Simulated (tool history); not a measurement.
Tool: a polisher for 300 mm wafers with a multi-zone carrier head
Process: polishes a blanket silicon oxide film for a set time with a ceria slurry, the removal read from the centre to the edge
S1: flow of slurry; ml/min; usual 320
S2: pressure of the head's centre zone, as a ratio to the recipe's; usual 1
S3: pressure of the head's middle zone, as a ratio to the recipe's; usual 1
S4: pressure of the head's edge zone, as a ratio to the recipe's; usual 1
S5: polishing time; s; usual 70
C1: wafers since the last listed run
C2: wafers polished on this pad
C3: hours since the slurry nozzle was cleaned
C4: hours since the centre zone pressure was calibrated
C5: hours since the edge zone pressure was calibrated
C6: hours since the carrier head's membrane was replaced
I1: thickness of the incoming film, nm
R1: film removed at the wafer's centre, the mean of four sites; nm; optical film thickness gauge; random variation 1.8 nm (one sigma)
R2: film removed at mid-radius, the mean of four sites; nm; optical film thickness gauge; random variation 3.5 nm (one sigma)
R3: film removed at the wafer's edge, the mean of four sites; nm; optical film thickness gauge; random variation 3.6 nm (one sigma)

run	hour	S1	S2	S3	S4	S5	C1	C2	C3	C4	C5	C6	I1	R1	R2	R3
1	0	320	1.11	1	1	70	0	6201	18.1	776.9	654.6	613.7	1419.8	266.9	262.1	261.5
2	46.7	320	1	1	0.89	70	530	6731	64.8	823.6	701.3	660.4	1409.9	243	264.9	249.6
# hour 58.2: centre zone pressure recalibrated
3	114.5	320	1	1	1	70	746	7478	132.6	56.3	769.1	728.2	1416	252.9	261	257.8
# hour 149.7: worn pad replaced by a new one
4	205.5	320	1	1	1	70	987	633	223.6	147.3	860.1	819.2	1408.8	249.6	266.5	257.1
5	431	320	0.89	1	1	55	2559	3192	449.1	372.8	1085.6	1044.7	1424.4	176.6	200.6	202.1
6	578.1	320	0.91	1.11	0.96	81	1669	4862	596.2	519.9	1232.7	1191.8	1434.7	260.5	315.6	292.3
# hour 591.9: edge zone pressure recalibrated
7	667.3	320	1	1	1.09	88	989	5852	685.4	609.1	75.4	1281	1431.9	299.2	326.8	337
# hour 710.1: slurry nozzle cleaned
8	720.3	320	0.91	1.07	1.06	70	590	6442	10.2	662.1	128.4	1334	1401.5	230.3	279.4	265
# hour 823.8: worn pad replaced by a new one
# hour 903.6: centre zone pressure recalibrated
9	955.3	320	1	1	1	70	2599	1469	245.2	51.7	363.4	1569	1391.3	250.1	266.9	252
10	1005.1	320	1	1	1	70	565	2034	295	101.5	413.2	1618.8	1423	249.9	265.7	266.4
11	1043.6	320	0.93	1	1.07	70	436	2471	333.5	140	451.7	1657.3	1444.9	238.4	263.9	268.3
12	1116.1	320	1	1	0.89	70	822	3294	406	212.5	524.2	1729.8	1424.9	251.8	256	246.2
13	1200.3	320	1	1	1	70	955	4249	490.2	296.7	608.4	1814	1444.8	249	263.4	255.3
14	1269.2	250	1.04	1	1	70	782	5031	559.1	365.6	677.3	1882.9	1425.4	246.7	255.7	247.6
# hour 1301.8: carrier head's membrane replaced by a new one
15	1370.8	320	1	0.95	1	81	1096	6128	660.7	467.2	778.9	69	1410.7	282.6	292.4	294.1
# hour 1430: slurry nozzle cleaned
16	1452.6	230	1	1.07	1	70	917	7045	22.6	549	860.7	150.8	1401.6	238.3	265.2	246.6
# hour 1503.6: worn pad replaced by a new one
17	1547.3	320	1.12	0.89	1	70	1029	496	117.3	643.7	955.4	245.5	1433	266.7	252.7	259.3
18	1624.6	230	0.9	1	0.88	55	877	1373	194.6	721	1032.7	322.8	1413.2	165.5	203.1	183.3
# hour 1704.9: centre zone pressure recalibrated
19	1716.6	320	1	1	1	70	1021	2395	286.6	11.7	1124.7	414.8	1405.1	250.2	264	257.2
20	1784.9	400	1	1	0.9	70	775	3170	354.9	80	1193	483.1	1392.5	255.9	268.2	250.6
21	1856.7	320	0.93	0.88	1	70	814	3985	426.7	151.8	1264.8	554.9	1425.6	234	244.8	263.3

5 ways to go on from here, each from the tool as it stands after run 21. What would each give?
A	1857.1	320	1	1	1	70	4	3990	427.1	152.2	1265.2	555.3	1410.2	?	?	?
B	1857.1	210	1	1	1	70	4	3990	427.1	152.2	1265.2	555.3	1410.2	?	?	?
C	1857.1	225	1	1.05	1	70	4	3990	427.1	152.2	1265.2	555.3	1410.2	?	?	?
D	1857.1	320	1	1	1.04	70	4	3990	427.1	152.2	1265.2	555.3	1410.2	?	?	?
E	1857.1	395	1	0.9	0.95	55	4	3990	427.1	152.2	1265.2	555.3	1410.2	?	?	?

run	R1	R2	R3
A	247.8	262.4	253.4
B	230.3	245.7	241.3
C	233.8	255	243.6
D	247.8	262.4	258.3
E	199.5	200.5	197.8
Without the tool's hidden state the same runs would have given:
run	R1	R2	R3
A	253.1	267	256.9
B	238	252.6	246.3
C	241	261.7	248.3
D	253.1	267	261.8
E	202.9	203.3	200

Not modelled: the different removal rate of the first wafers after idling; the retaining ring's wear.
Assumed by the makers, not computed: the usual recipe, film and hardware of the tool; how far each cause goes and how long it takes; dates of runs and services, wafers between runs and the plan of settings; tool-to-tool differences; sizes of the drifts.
